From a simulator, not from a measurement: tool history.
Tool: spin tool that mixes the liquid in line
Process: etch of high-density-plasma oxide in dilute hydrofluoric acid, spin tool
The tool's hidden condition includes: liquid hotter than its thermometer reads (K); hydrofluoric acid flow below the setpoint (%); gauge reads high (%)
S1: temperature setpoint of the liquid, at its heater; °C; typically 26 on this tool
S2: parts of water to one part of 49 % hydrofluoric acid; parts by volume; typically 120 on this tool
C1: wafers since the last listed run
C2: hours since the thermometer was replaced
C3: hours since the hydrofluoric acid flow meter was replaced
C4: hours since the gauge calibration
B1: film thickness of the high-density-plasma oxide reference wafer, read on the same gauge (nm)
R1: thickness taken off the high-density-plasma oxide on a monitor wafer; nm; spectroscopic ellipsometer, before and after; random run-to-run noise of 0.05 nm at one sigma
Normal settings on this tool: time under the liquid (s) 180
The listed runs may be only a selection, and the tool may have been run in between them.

{"run": 1, "hour": 0.0, "S1": 23.5, "S2": 120, "time under the liquid (s)": 245, "C1": 0, "C2": 2279.8, "C3": 999.8, "C4": 131.2, "B1": 39.98, "R1": 8.9}
{"run": 2, "hour": 16.5, "S1": 23.5, "S2": 120, "time under the liquid (s)": 245, "C1": 104, "C2": 2296.3, "C3": 1016.3, "C4": 147.7, "B1": 40.01, "R1": 8.99}
{"run": 3, "hour": 29.5, "S1": 23.5, "S2": 120, "time under the liquid (s)": 245, "C1": 82, "C2": 2309.3, "C3": 1029.3, "C4": 160.7, "B1": 40.01, "R1": 8.96}
{"run": 4, "hour": 43.7, "S1": 26, "S2": 120, "time under the liquid (s)": 215, "C1": 89, "C2": 2323.5, "C3": 1043.5, "C4": 174.9, "B1": 39.98, "R1": 8.59}
{"run": 5, "hour": 59.1, "S1": 26, "S2": 120, "time under the liquid (s)": 180, "C1": 97, "C2": 2338.9, "C3": 1058.9, "C4": 190.3, "B1": 39.99, "R1": 7.15}
{"run": 6, "hour": 68.7, "S1": 26, "S2": 120, "time under the liquid (s)": 180, "C1": 60, "C2": 2348.5, "C3": 1068.5, "C4": 199.9, "B1": 39.99, "R1": 7.15}
{"run": 7, "hour": 84.6, "S1": 27, "S2": 120, "time under the liquid (s)": 180, "C1": 100, "C2": 2364.4, "C3": 1084.4, "C4": 215.8, "B1": 40.01, "R1": 7.44}
{"run": 8, "hour": 96.1, "S1": 27, "S2": 120, "time under the liquid (s)": 180, "C1": 72, "C2": 2375.9, "C3": 1095.9, "C4": 227.3, "B1": 39.99, "R1": 7.5}
{"run": 9, "hour": 107.2, "S1": 27, "S2": 120, "time under the liquid (s)": 180, "C1": 70, "C2": 2387, "C3": 1107, "C4": 238.4, "B1": 39.99, "R1": 7.37}
{"run": 10, "hour": 122.7, "S1": 26, "S2": 120, "time under the liquid (s)": 180, "C1": 98, "C2": 2402.5, "C3": 1122.5, "C4": 253.9, "B1": 39.99, "R1": 7.15}
{"hour": 129.9, "done": "thermometer replaced"}
{"hour": 136.8, "done": "gauge calibrated"}
{"run": 11, "hour": 140.4, "S1": 26, "S2": 120, "time under the liquid (s)": 180, "C1": 105, "C2": 10.5, "C3": 1140.2, "C4": 3.6, "B1": 40.02, "R1": 7.08}
{"run": 12, "hour": 148.1, "S1": 26, "S2": 120, "time under the liquid (s)": 90, "C1": 48, "C2": 18.2, "C3": 1147.9, "C4": 11.3, "B1": 40.01, "R1": 3.55}
{"run": 13, "hour": 157.5, "S1": 28.5, "S2": 120, "time under the liquid (s)": 290, "C1": 59, "C2": 27.6, "C3": 1157.3, "C4": 20.7, "B1": 39.98, "R1": 12.63}
{"run": 14, "hour": 172.7, "S1": 24.5, "S2": 150, "time under the liquid (s)": 180, "C1": 96, "C2": 42.8, "C3": 1172.5, "C4": 35.9, "B1": 40.01, "R1": 5.17}
{"run": 15, "hour": 186.2, "S1": 26, "S2": 70, "time under the liquid (s)": 180, "C1": 85, "C2": 56.3, "C3": 1186, "C4": 49.4, "B1": 39.99, "R1": 13.06}
{"hour": 212.6, "done": "hydrofluoric acid flow meter replaced"}
{"run": 16, "hour": 223.1, "S1": 26, "S2": 120, "time under the liquid (s)": 180, "C1": 227, "C2": 93.2, "C3": 10.5, "C4": 86.3, "B1": 40, "R1": 8.13}
{"run": 17, "hour": 229.2, "S1": 26, "S2": 120, "time under the liquid (s)": 180, "C1": 38, "C2": 99.3, "C3": 16.6, "C4": 92.4, "B1": 39.98, "R1": 8.12}
{"run": 18, "hour": 246.4, "S1": 23, "S2": 160, "time under the liquid (s)": 240, "C1": 108, "C2": 116.5, "C3": 33.8, "C4": 109.6, "B1": 39.97, "R1": 6.9}

For run 19, what comes out?
{"run": 19, "hour": 262.1, "S1": 26, "S2": 175, "time under the liquid (s)": 285, "C1": 99, "C2": 132.2, "C3": 49.5, "C4": 125.3, "B1": "?", "R1": "?"}

B1: 40
R1: 8.19 nm
Without the tool's hidden state the same run would have given R1 8.41 nm.

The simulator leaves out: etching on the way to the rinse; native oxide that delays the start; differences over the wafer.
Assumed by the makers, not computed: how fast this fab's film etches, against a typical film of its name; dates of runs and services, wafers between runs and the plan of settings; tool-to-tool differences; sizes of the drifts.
